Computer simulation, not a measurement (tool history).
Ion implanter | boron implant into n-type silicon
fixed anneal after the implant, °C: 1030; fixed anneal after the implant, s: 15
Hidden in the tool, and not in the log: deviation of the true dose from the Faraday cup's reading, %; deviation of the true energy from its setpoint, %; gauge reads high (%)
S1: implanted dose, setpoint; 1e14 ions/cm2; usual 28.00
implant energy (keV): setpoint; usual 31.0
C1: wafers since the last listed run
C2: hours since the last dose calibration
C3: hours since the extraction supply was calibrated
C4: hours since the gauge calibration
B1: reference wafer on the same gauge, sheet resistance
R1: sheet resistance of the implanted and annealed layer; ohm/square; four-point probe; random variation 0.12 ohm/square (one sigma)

run 1 hour=0.0 | S1=28.00 implant_energy_(keV)=31.0 | C1=0 C2=1167.2 C3=1761.4 C4=512.3 | B1=49.10 | R1=47.94
run 2 hour=8.3 | S1=22.63 implant_energy_(keV)=39.5 | C1=174 C2=1175.5 C3=1769.7 C4=520.6 | B1=49.09 | R1=52.61
run 3 hour=15.8 | S1=22.63 implant_energy_(keV)=39.5 | C1=157 C2=1183.0 C3=1777.2 C4=528.1 | B1=49.13 | R1=52.47
run 4 hour=27.4 | S1=22.63 implant_energy_(keV)=39.5 | C1=243 C2=1194.6 C3=1788.8 C4=539.7 | B1=49.09 | R1=52.37
run 5 hour=41.2 | S1=28.00 implant_energy_(keV)=31.0 | C1=289 C2=1208.4 C3=1802.6 C4=553.5 | B1=49.11 | R1=48.12
run 6 hour=58.9 | S1=28.00 implant_energy_(keV)=31.0 | C1=371 C2=1226.1 C3=1820.3 C4=571.2 | B1=49.12 | R1=47.96
run 7 hour=69.5 | S1=28.00 implant_energy_(keV)=31.0 | C1=222 C2=1236.7 C3=1830.9 C4=581.8 | B1=49.14 | R1=48.30
run 8 hour=80.7 | S1=28.00 implant_energy_(keV)=31.0 | C1=234 C2=1247.9 C3=1842.1 C4=593.0 | B1=49.12 | R1=48.07
run 9 hour=88.6 | S1=28.00 implant_energy_(keV)=31.0 | C1=165 C2=1255.8 C3=1850.0 C4=600.9 | B1=49.09 | R1=48.28
run 10 hour=101.7 | S1=28.00 implant_energy_(keV)=31.0 | C1=274 C2=1268.9 C3=1863.1 C4=614.0 | B1=49.08 | R1=48.30
-- hour=108.7 gauge calibrated
-- hour=128.6 extraction supply calibrated
run 11 hour=134.0 | S1=28.00 implant_energy_(keV)=31.0 | C1=509 C2=1301.2 C3=5.4 C4=25.3 | B1=49.12 | R1=48.20
run 12 hour=148.6 | S1=28.00 implant_energy_(keV)=31.0 | C1=306 C2=1315.8 C3=20.0 C4=39.9 | B1=49.09 | R1=48.27
run 13 hour=159.3 | S1=28.00 implant_energy_(keV)=31.0 | C1=224 C2=1326.5 C3=30.7 C4=50.6 | B1=49.10 | R1=48.21
run 14 hour=170.8 | S1=23.76 implant_energy_(keV)=31.0 | C1=241 C2=1338.0 C3=42.2 C4=62.1 | B1=49.12 | R1=52.93
run 15 hour=185.0 | S1=35.72 implant_energy_(keV)=27.5 | C1=297 C2=1352.2 C3=56.4 C4=76.3 | B1=49.07 | R1=45.37
run 16 hour=196.4 | S1=21.10 implant_energy_(keV)=36.0 | C1=239 C2=1363.6 C3=67.8 C4=87.7 | B1=49.10 | R1=55.99
run 17 hour=204.5 | S1=22.15 implant_energy_(keV)=36.0 | C1=169 C2=1371.7 C3=75.9 C4=95.8 | B1=49.09 | R1=53.92
run 18 hour=211.3 | S1=28.00 implant_energy_(keV)=31.0 | C1=142 C2=1378.5 C3=82.7 C4=102.6 | B1=49.09 | R1=48.07
-- hour=223.5 Faraday cup replaced and dose calibrated
run 19 hour=224.0 | S1=28.00 implant_energy_(keV)=31.0 | C1=98 C2=0.5 C3=95.4 C4=115.3 | B1=49.10 | R1=49.25
run 20 hour=228.5 | S1=28.00 implant_energy_(keV)=31.0 | C1=94 C2=5.0 C3=99.9 C4=119.8 | B1=49.09 | R1=49.41
run 21 hour=235.2 | S1=22.18 implant_energy_(keV)=31.0 | C1=140 C2=11.7 C3=106.6 C4=126.5 | B1=49.12 | R1=57.05
run 22 hour=249.6 | S1=23.76 implant_energy_(keV)=31.0 | C1=302 C2=26.1 C3=121.0 C4=140.9 | B1=49.09 | R1=54.47
run 23 hour=257.4 | S1=28.00 implant_energy_(keV)=31.0 | C1=163 C2=33.9 C3=128.8 C4=148.7 | B1=49.11 | R1=49.21
run 24 hour=267.0 | S1=25.07 implant_energy_(keV)=31.0 | C1=201 C2=43.5 C3=138.4 C4=158.3 | B1=49.09 | R1=52.60
run 25 hour=277.6 | S1=34.98 implant_energy_(keV)=35.5 | C1=222 C2=54.1 C3=149.0 C4=168.9 | B1=49.09 | R1=42.24
run 26 hour=290.1 | S1=28.00 implant_energy_(keV)=31.0 | C1=262 C2=66.6 C3=161.5 C4=181.4 | B1=49.09 | R1=49.08
run 27 hour=301.9 | S1=35.95 implant_energy_(keV)=40.0 | C1=247 C2=78.4 C3=173.3 C4=193.2 | B1=49.10 | R1=40.29
run 28 hour=311.4 | S1=32.86 implant_energy_(keV)=35.0 | C1=199 C2=87.9 C3=182.8 C4=202.7 | B1=49.10 | R1=43.73
run 29 hour=324.5 | S1=30.16 implant_energy_(keV)=28.0 | C1=274 C2=101.0 C3=195.9 C4=215.8 | B1=49.13 | R1=48.62
run 30 hour=341.7 | S1=28.00 implant_energy_(keV)=31.0 | C1=360 C2=118.2 C3=213.1 C4=233.0 | B1=49.09 | R1=48.79
run 31 hour=359.2 | S1=28.00 implant_energy_(keV)=31.0 | C1=367 C2=135.7 C3=230.6 C4=250.5 | B1=49.09 | R1=49.13
run 32 hour=369.5 | S1=24.82 implant_energy_(keV)=22.5 | C1=216 C2=146.0 C3=240.9 C4=260.8 | B1=49.09 | R1=56.99
run 33 hour=383.0 | S1=28.00 implant_energy_(keV)=21.5 | C1=283 C2=159.5 C3=254.4 C4=274.3 | B1=49.10 | R1=54.74
run 34 hour=395.6 | S1=28.00 implant_energy_(keV)=31.0 | C1=264 C2=172.1 C3=267.0 C4=286.9 | B1=49.12 | R1=49.08
run 35 hour=408.3 | S1=33.26 implant_energy_(keV)=27.0 | C1=266 C2=184.8 C3=279.7 C4=299.6 | B1=49.11 | R1=47.11
run 36 hour=420.9 | S1=34.78 implant_energy_(keV)=20.5 | C1=264 C2=197.4 C3=292.3 C4=312.2 | B1=49.11 | R1=52.32
run 37 hour=435.5 | S1=33.75 implant_energy_(keV)=38.0 | C1=306 C2=212.0 C3=306.9 C4=326.8 | B1=49.11 | R1=42.05

5 ways to go on from here, each from the tool as it stands after run 37. What would each give?
run A hour=435.9 | S1=21.59 implant_energy_(keV)=31.0 | C1=8 C2=212.4 C3=307.3 C4=327.2 | B1=? | R1=?
run B hour=435.9 | S1=32.71 implant_energy_(keV)=23.0 | C1=8 C2=212.4 C3=307.3 C4=327.2 | B1=? | R1=?
run C hour=435.9 | S1=24.99 implant_energy_(keV)=25.0 | C1=8 C2=212.4 C3=307.3 C4=327.2 | B1=? | R1=?
run D hour=435.9 | S1=20.17 implant_energy_(keV)=41.5 | C1=8 C2=212.4 C3=307.3 C4=327.2 | B1=? | R1=?
run E hour=435.9 | S1=25.33 implant_energy_(keV)=26.5 | C1=8 C2=212.4 C3=307.3 C4=327.2 | B1=? | R1=?

run=A B1=49.10 R1=57.50
run=B B1=49.10 R1=50.60
run=C B1=49.10 R1=55.11
run=D B1=49.10 R1=58.11
run=E B1=49.10 R1=53.84
Without the tool's hidden state the same runs would have given:
run=A R1=58.24
run=B R1=50.89
run=C R1=55.66
run=D R1=58.97
run=E R1=54.39
